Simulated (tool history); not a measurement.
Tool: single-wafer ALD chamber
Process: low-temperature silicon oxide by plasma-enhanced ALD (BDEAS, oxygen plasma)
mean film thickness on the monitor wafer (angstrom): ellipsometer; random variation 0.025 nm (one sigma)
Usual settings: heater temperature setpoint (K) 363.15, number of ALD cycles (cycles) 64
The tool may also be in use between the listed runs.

| run | hour | heater temperature setpoint (K) | number of ALD cycles (cycles) | wafers since the last listed run | hours since the last thermocouple change | hours since the gauge calibration | read-back reference wafer on the same gauge, thickness_nm | mean film thickness on the monitor wafer (angstrom) |
|---|---|---|---|---|---|---|---|---|
| 1 | 0.0 | 363.15 | 54 | 0 | 1098.2 | 801.1 | 8.033 | 80.43 |
| 2 | 31.6 | 363.15 | 54 | 154 | 1129.8 | 832.7 | 8.032 | 80.65 |
| 3 | 103.3 | 363.15 | 64 | 349 | 1201.5 | 904.4 | 8.044 | 95.42 |
| 4 | 164.6 | 363.15 | 64 | 299 | 1262.8 | 965.7 | 8.045 | 95.47 |
| 5 | 196.2 | 356.15 | 64 | 154 | 1294.4 | 997.3 | 8.042 | 97.79 |
| 6 | 236.1 | 356.15 | 64 | 194 | 1334.3 | 1037.2 | 8.042 | 97.69 |
|  | 264.9 | gauge calibrated |
| 7 | 287.4 | 363.15 | 64 | 250 | 1385.6 | 22.5 | 8.041 | 95.52 |
| 8 | 326.9 | 363.15 | 64 | 192 | 1425.1 | 62.0 | 8.053 | 95.40 |
| 9 | 372.4 | 363.15 | 72 | 222 | 1470.6 | 107.5 | 8.040 | 107.10 |
| 10 | 518.9 | 363.15 | 72 | 714 | 1617.1 | 254.0 | 8.037 | 107.46 |
| 11 | 547.2 | 370.15 | 64 | 138 | 1645.4 | 282.3 | 8.042 | 93.59 |
| 12 | 583.2 | 370.15 | 64 | 175 | 1681.4 | 318.3 | 8.040 | 93.80 |
| 13 | 632.6 | 370.15 | 64 | 241 | 1730.8 | 367.7 | 8.043 | 93.47 |
| 14 | 681.3 | 353.15 | 64 | 237 | 1779.5 | 416.4 | 8.038 | 98.41 |
| 15 | 722.1 | 363.15 | 64 | 199 | 1820.3 | 457.2 | 8.044 | 95.20 |
| 16 | 765.8 | 373.15 | 64 | 213 | 1864.0 | 500.9 | 8.033 | 93.09 |
| 17 | 791.5 | 373.15 | 64 | 125 | 1889.7 | 526.6 | 8.038 | 93.15 |
| 18 | 834.5 | 349.15 | 59 | 209 | 1932.7 | 569.6 | 8.044 | 92.39 |
| 19 | 867.9 | 363.15 | 60 | 163 | 1966.1 | 603.0 | 8.036 | 89.01 |
| 20 | 922.3 | 353.15 | 68 | 265 | 2020.5 | 657.4 | 8.028 | 104.41 |
| 21 | 953.4 | 350.15 | 60 | 151 | 2051.6 | 688.5 | 8.040 | 93.27 |
| 22 | 996.3 | 363.15 | 54 | 209 | 2094.5 | 731.4 | 8.036 | 80.14 |
| 23 | 1056.1 | 363.15 | 52 | 291 | 2154.3 | 791.2 | 8.033 | 77.21 |
| 24 | 1092.9 | 374.15 | 64 | 179 | 2191.1 | 828.0 | 8.037 | 92.76 |
|  | 1114.0 | thermocouple changed; heater temperature recalibrated |
| 25 | 1122.7 | 369.15 | 58 | 106 | 8.7 | 857.8 | 8.046 | 86.62 |
| 26 | 1174.5 | 363.15 | 64 | 252 | 60.5 | 909.6 | 8.041 | 96.86 |
|  | 1193.9 | gauge calibrated |
| 27 | 1212.8 | 363.15 | 64 | 186 | 98.8 | 18.9 | 8.039 | 97.01 |
| 28 | 1268.3 | 352.15 | 59 | 270 | 154.3 | 74.4 | 8.033 | 92.73 |
| 29 | 1338.2 | 369.15 | 64 | 341 | 224.2 | 144.3 | 8.032 | 94.69 |
| 30 | 1377.9 | 351.15 | 53 | 193 | 263.9 | 184.0 | 8.040 | 83.02 |
| 31 | 1448.0 | 372.15 | 75 | 342 | 334.0 | 254.1 | 8.029 | 109.35 |
| 32 | 1513.6 | 367.15 | 75 | 320 | 399.6 | 319.7 | 8.035 | 111.33 |
| 33 | 1540.5 | 363.15 | 64 | 131 | 426.5 | 346.6 | 8.042 | 96.09 |
| 34 | 1602.3 | 352.15 | 64 | 301 | 488.3 | 408.4 | 8.033 | 99.67 |

Hidden state at the last listed run before each entry between runs and at the first one after, where it differs:
Between runs 6 and 7: gauge calibrated (hour 264.9)
  wafer temperature above the value expected at the setpoint (K): 5.47 -> 5.54
  measured less the result without the state, mean film thickness on the monitor wafer (angstrom): -1.76 -> -1.79
Between runs 24 and 25: thermocouple changed; heater temperature recalibrated (hour 1114.0)
  wafer temperature above the value expected at the setpoint (K): 6.28 -> 0.657
  measured less the result without the state, mean film thickness on the monitor wafer (angstrom): -1.01 -> -0.19
Between runs 26 and 27: gauge calibrated (hour 1193.9)
  wafer temperature above the value expected at the setpoint (K): 1.03 -> 1.3
  measured less the result without the state, mean film thickness on the monitor wafer (angstrom): -0.34 -> -0.42

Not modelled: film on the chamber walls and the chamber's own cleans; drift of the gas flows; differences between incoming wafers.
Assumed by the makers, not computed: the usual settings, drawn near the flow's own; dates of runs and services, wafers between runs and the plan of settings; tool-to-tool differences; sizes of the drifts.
